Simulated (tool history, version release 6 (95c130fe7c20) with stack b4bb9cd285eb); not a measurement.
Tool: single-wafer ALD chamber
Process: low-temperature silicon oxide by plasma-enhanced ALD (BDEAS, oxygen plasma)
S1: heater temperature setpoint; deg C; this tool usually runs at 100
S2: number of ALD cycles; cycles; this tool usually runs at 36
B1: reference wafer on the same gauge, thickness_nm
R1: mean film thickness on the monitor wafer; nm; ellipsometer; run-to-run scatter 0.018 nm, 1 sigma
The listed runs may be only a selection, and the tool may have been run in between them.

run,hour,S1,S2,B1,R1
1,0,106,36,4.2,4.818
2,51.5,106,36,4.199,4.811
3,139.1,100,41,4.201,5.524
4,212.1,100,41,4.202,5.52
5,322.2,100,36,4.201,4.891
6,401.8,100,36,4.192,4.873
7,446.9,100,36,4.196,4.887
8,531,100,36,4.2,4.834
9,623,100,36,4.202,4.887
10,719.6,100,36,4.195,4.895
11,789.5,114,32,4.198,4.195
# hour 845.7: gauge calibrated
12,850,89,42,4.202,5.928
# hour 900.3: thermocouple changed; heater temperature recalibrated
13,938.8,104,39,4.199,5.244

Run 14 comes next. What will it give?
14,1000,108,34,?,?

Run 14 gave B1 4.203, R1 4.547 nm.
Take away the tool's hidden state, keep the run-to-run variation as it was, and the same run would have given R1 4.547 nm.
